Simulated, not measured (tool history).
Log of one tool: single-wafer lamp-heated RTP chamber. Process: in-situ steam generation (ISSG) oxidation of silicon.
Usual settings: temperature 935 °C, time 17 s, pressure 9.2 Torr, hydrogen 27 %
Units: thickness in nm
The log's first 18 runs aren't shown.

run     day  temperature  time  pressure  hydrogen  wafers since the last listed run  wafers since the last pyrometer calibration  hours since the pressure gauge was zeroed  hours since the hydrogen flow controller was replaced  hours since the gauge calibration  read-back reference wafer on the same gauge, thickness  thickness
 19  18.988          930    17       9.2        32                               294                                         1234                                       69.7                                                 6519.9                              809.1                                                   3.822       4.33
 20  19.658          942    14       8.1        23                               160                                         1395                                       85.8                                                   6536                              825.2                                                   3.821      3.878
 21  20.408          955    17       9.2        32                               179                                         1574                                      103.8                                                   6554                              843.2                                                   3.821       4.65
     22.358  -- hydrogen flow controller replaced
 22  24.688          935    17       9.2        27                               946                                         2520                                      206.5                                                   55.9                              945.9                                                   3.819      4.217
 23  25.421          935    17      10.2        19                               175                                         2696                                      224.1                                                   73.5                              963.5                                                   3.819       3.83
 24  26.704          942    17      10.2        27                               307                                         3004                                      254.9                                                  104.3                              994.3                                                   3.821      4.218
     27.842  -- gauge calibrated
 25  27.971          935    17       9.2        27                               303                                         3308                                      285.3                                                  134.7                                3.1                                                    3.82      4.229
 26  29.158          923    17      10.2        32                               284                                         3592                                      313.8                                                  163.2                               31.6                                                   3.819      4.176
 27  30.629          935    17       9.2        27                               352                                         3945                                      349.1                                                  198.5                               66.9                                                   3.821      4.217
 28  31.875          954    22       9.2        27                               298                                         4244                                        379                                                  228.4                               96.8                                                    3.82      4.941
 29  32.608          951    17       8.7        27                               175                                         4420                                      396.6                                                    246                              114.4                                                   3.819       4.44
 30  37.012          945    21       8.1        31                              1055                                         5476                                      502.3                                                  351.7                              220.1                                                    3.82      4.962

Forecast each of these 5 alternatives for the next run:
  A  37.029          935    17       9.2        27                                 3                                         5480                                      502.7                                                  352.1                              220.5                                                       ?          ?
  B  37.029          953    17      10.1        27                                 3                                         5480                                      502.7                                                  352.1                              220.5                                                       ?          ?
  C  37.029          940    20      10.2        32                                 3                                         5480                                      502.7                                                  352.1                              220.5                                                       ?          ?
  D  37.029          935    12       9.2        27                                 3                                         5480                                      502.7                                                  352.1                              220.5                                                       ?          ?
  E  37.029          935    17        10        32                                 3                                         5480                                      502.7                                                  352.1                              220.5                                                       ?          ?

run  read-back reference wafer on the same gauge, thickness  thickness
  A                                                   3.821      4.229
  B                                                   3.821      4.365
  C                                                   3.821       4.64
  D                                                   3.821       3.73
  E                                                   3.821      4.325
Without the tool's hidden state the same runs would have given:
run  thickness
  A      4.183
  B      4.313
  C      4.585
  D      3.695
  E      4.278

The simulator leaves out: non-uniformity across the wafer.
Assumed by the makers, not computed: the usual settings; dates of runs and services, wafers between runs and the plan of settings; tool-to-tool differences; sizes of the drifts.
